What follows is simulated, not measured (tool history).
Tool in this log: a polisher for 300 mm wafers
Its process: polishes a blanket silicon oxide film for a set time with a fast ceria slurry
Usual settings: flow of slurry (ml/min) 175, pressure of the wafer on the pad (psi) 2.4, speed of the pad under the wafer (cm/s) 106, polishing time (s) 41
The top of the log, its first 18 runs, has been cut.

run     day  flow of slurry (ml/min)  pressure of the wafer on the pad (psi)  speed of the pad under the wafer (cm/s)  polishing time (s)  wafers since the last listed run  wafers polished on this pad  hours since the slurry nozzle was cleaned  hours since the head pressure was calibrated  incoming thickness of the incoming film, nm  film removed (nm)
 19  15.692                      230                                     2.8                                       86                  36                               140                         1211                                      114.3                                         141.8                                       3553.0              539.8
 20  16.404                      175                                     2.4                                      106                  41                               109                         1320                                      131.4                                         158.9                                       3478.6              607.3
     16.883  -- worn pad replaced by a new one
 21  17.442                      120                                     2.4                                      106                  54                               133                           85                                      156.3                                         183.8                                       3516.3              735.4
 22  18.138                      175                                     2.4                                      106                  41                               106                          192                                      173.0                                         200.5                                       3501.1              594.1
 23  18.921                      175                                     1.7                                       92                  41                               119                          312                                      191.8                                         219.3                                       3546.5              383.7
 24  19.762                      125                                     3.0                                      106                  30                               128                          441                                      212.0                                         239.5                                       3534.2              519.0
 25  20.350                      130                                     3.1                                       78                  45                                89                          531                                      226.1                                         253.6                                       3464.9              633.6
 26  23.608                      175                                     3.1                                      106                  35                               498                         1029                                      304.3                                         331.8                                       3526.9              653.0
 27  24.317                      235                                     2.4                                      106                  41                               108                         1138                                      321.3                                         348.8                                       3548.8              607.8
 28  25.146                      175                                     2.4                                      142                  41                               126                         1265                                      341.2                                         368.7                                       3548.3              751.5
     26.079  -- worn pad replaced by a new one
 29  26.517                      210                                     2.4                                       82                  41                               184                           66                                      374.1                                         401.6                                       3564.5              504.0
 30  27.892                      175                                     2.4                                      106                  41                               210                          277                                      407.1                                         434.6                                       3529.9              575.9
 31  28.542                      175                                     2.4                                      106                  34                                99                          376                                      422.7                                         450.2                                       3525.0              479.6
 32  30.004                      175                                     2.4                                      106                  41                               223                          600                                      457.8                                         485.3                                       3514.3              575.8
 33  30.804                      200                                     2.7                                      106                  41                               122                          723                                      477.0                                         504.5                                       3508.0              669.6
 34  31.483                      150                                     2.4                                      106                  41                               103                          827                                      493.3                                         520.8                                       3495.0              563.5
 35  32.938                      175                                     2.4                                      106                  41                               222                         1050                                      528.2                                         555.7                                       3581.9              587.4
 36  33.871                      175                                     2.4                                      106                  46                               142                         1192                                      550.6                                         578.1                                       3536.5              653.7

Predict each of these 5 candidate next runs independently; none follows another, all start after run 36:
  A  33.888                      175                                     2.4                                      106                  41                                 2                         1195                                      551.0                                         578.5                                       3531.2                  ?
  B  33.888                      210                                     3.0                                       86                  32                                 2                         1195                                      551.0                                         578.5                                       3531.2                  ?
  C  33.888                      175                                     2.4                                       94                  41                                 2                         1195                                      551.0                                         578.5                                       3531.2                  ?
  D  33.888                      175                                     2.0                                       68                  41                                 2                         1195                                      551.0                                         578.5                                       3531.2                  ?
  E  33.888                      135                                     2.4                                      138                  41                                 2                         1195                                      551.0                                         578.5                                       3531.2                  ?

run  film removed (nm)
  A              573.6
  B              491.0
  C              523.1
  D              345.6
  E              675.1
Take away the tool's hidden state, keep each run's random variation, and the runs would have read:
run  film removed (nm)
  A              620.8
  B              526.2
  C              566.1
  D              374.0
  E              742.0
